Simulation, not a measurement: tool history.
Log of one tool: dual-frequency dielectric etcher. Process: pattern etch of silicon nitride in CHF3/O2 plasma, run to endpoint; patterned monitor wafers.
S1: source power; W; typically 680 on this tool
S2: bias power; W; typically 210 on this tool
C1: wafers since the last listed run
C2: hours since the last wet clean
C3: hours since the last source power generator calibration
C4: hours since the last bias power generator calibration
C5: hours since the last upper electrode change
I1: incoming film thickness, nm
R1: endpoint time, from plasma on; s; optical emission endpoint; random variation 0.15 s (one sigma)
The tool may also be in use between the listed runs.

| run | hour | S1 | S2 | C1 | C2 | C3 | C4 | C5 | I1 | R1 |
|---|---|---|---|---|---|---|---|---|---|---|
| 1 | 0.0 | 680 | 191 | 0 | 428.9 | 3859.4 | 4009.6 | 2162.4 | 77.8 | 47.7 |
|  | 42.8 | wet clean of the chamber |
| 2 | 52.7 | 680 | 191 | 358 | 9.9 | 3912.1 | 4062.3 | 2215.1 | 78.2 | 49.8 |
| 3 | 101.0 | 680 | 210 | 603 | 58.2 | 3960.4 | 4110.6 | 2263.4 | 77.5 | 47.7 |
| 4 | 166.9 | 680 | 210 | 822 | 124.1 | 4026.3 | 4176.5 | 2329.3 | 77.8 | 47.7 |
| 5 | 235.9 | 680 | 210 | 861 | 193.1 | 4095.3 | 4245.5 | 2398.3 | 78.3 | 47.7 |
| 6 | 287.0 | 680 | 210 | 637 | 244.2 | 4146.4 | 4296.6 | 2449.4 | 78.8 | 47.8 |
| 7 | 341.5 | 680 | 210 | 680 | 298.7 | 4200.9 | 4351.1 | 2503.9 | 78.5 | 47.1 |
| 8 | 410.7 | 680 | 210 | 863 | 367.9 | 4270.1 | 4420.3 | 2573.1 | 78.2 | 46.9 |
| 9 | 447.5 | 680 | 210 | 459 | 404.7 | 4306.9 | 4457.1 | 2609.9 | 78.7 | 47.0 |
|  | 505.4 | wet clean of the chamber |
| 10 | 505.8 | 580 | 210 | 428 | 0.4 | 4365.2 | 4515.4 | 2668.2 | 78.5 | 54.6 |
|  | 534.7 | source power generator calibrated |
|  | 557.9 | upper electrode replaced |
| 11 | 558.4 | 530 | 158 | 317 | 53.0 | 23.7 | 4568.0 | 0.5 | 79.2 | 62.9 |
| 12 | 606.1 | 600 | 254 | 595 | 100.7 | 71.4 | 4615.7 | 48.2 | 78.7 | 50.2 |
| 13 | 633.8 | 630 | 253 | 345 | 128.4 | 99.1 | 4643.4 | 75.9 | 78.7 | 48.9 |
| 14 | 676.6 | 680 | 174 | 534 | 171.2 | 141.9 | 4686.2 | 118.7 | 77.4 | 50.1 |
|  | 696.3 | bias power generator calibrated |
| 15 | 888.5 | 770 | 210 | 2595 | 383.1 | 353.8 | 192.2 | 330.6 | 78.3 | 44.0 |
| 16 | 950.1 | 680 | 210 | 769 | 444.7 | 415.4 | 253.8 | 392.2 | 79.5 | 48.2 |

Alternative continuations, all from the tool just after run 16; predict every row:
| A | 950.5 | 600 | 210 | 4 | 445.1 | 415.8 | 254.2 | 392.6 | 77.7 | ? |
| B | 950.5 | 680 | 257 | 4 | 445.1 | 415.8 | 254.2 | 392.6 | 77.7 | ? |
| C | 950.5 | 840 | 192 | 4 | 445.1 | 415.8 | 254.2 | 392.6 | 77.7 | ? |

| run | R1 |
|---|---|
| A | 50.8 |
| B | 44.4 |
| C | 42.5 |
Without the tool's unlogged condition, the same runs would have read:
| run | R1 |
|---|---|
| A | 52.5 |
| B | 45.8 |
| C | 43.8 |
